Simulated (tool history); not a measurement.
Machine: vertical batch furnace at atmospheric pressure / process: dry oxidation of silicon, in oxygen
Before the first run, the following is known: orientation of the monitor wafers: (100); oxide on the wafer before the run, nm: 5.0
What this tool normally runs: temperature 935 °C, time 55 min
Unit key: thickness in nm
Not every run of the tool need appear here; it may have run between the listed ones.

| run | day | temperature | time | read-back reference wafer on the same gauge, thickness | thickness |
|---|---|---|---|---|---|
| 1 | 0 | 935 | 55 | 23 | 27.24 |
| 2 | 0.383 | 935 | 55 | 23 | 27.29 |
| 3 | 0.925 | 935 | 55 | 23 | 27.23 |
| 4 | 1.425 | 935 | 55 | 22.99 | 27.25 |
| 5 | 2.121 | 935 | 55 | 23.02 | 27.39 |
| 6 | 2.4 | 935 | 55 | 22.99 | 27.31 |
| 7 | 3.017 | 948 | 55 | 23.01 | 30.95 |
| 8 | 3.492 | 925 | 65 | 23.01 | 27.68 |
| 9 | 3.775 | 935 | 55 | 23.01 | 27.3 |
| 10 | 5.8 | 925 | 55 | 23.01 | 24.99 |
| 11 | 6.288 | 943 | 63 | 23 | 32.11 |
| 12 | 6.771 | 950 | 28.5 | 23 | 21.51 |
| 13 | 7.058 | 935 | 35 | 23 | 20.89 |
| 14 | 7.8 | 935 | 80.5 | 23 | 34.65 |

Missing from the log above: 3 entries noted between runs. For each, name the pair of listed runs it sits between and say how the tool's hidden condition differs from the listed run just before to the listed run just after:
Between runs 6 and 7: gauge calibrated (day 2.867)
  no hidden state differs between the two runs
Between runs 9 and 10: boat lift adjusted (day 4.871); thermocouples replaced and temperature profile calibrated (day 5.642)
  no hidden state differs between the two runs
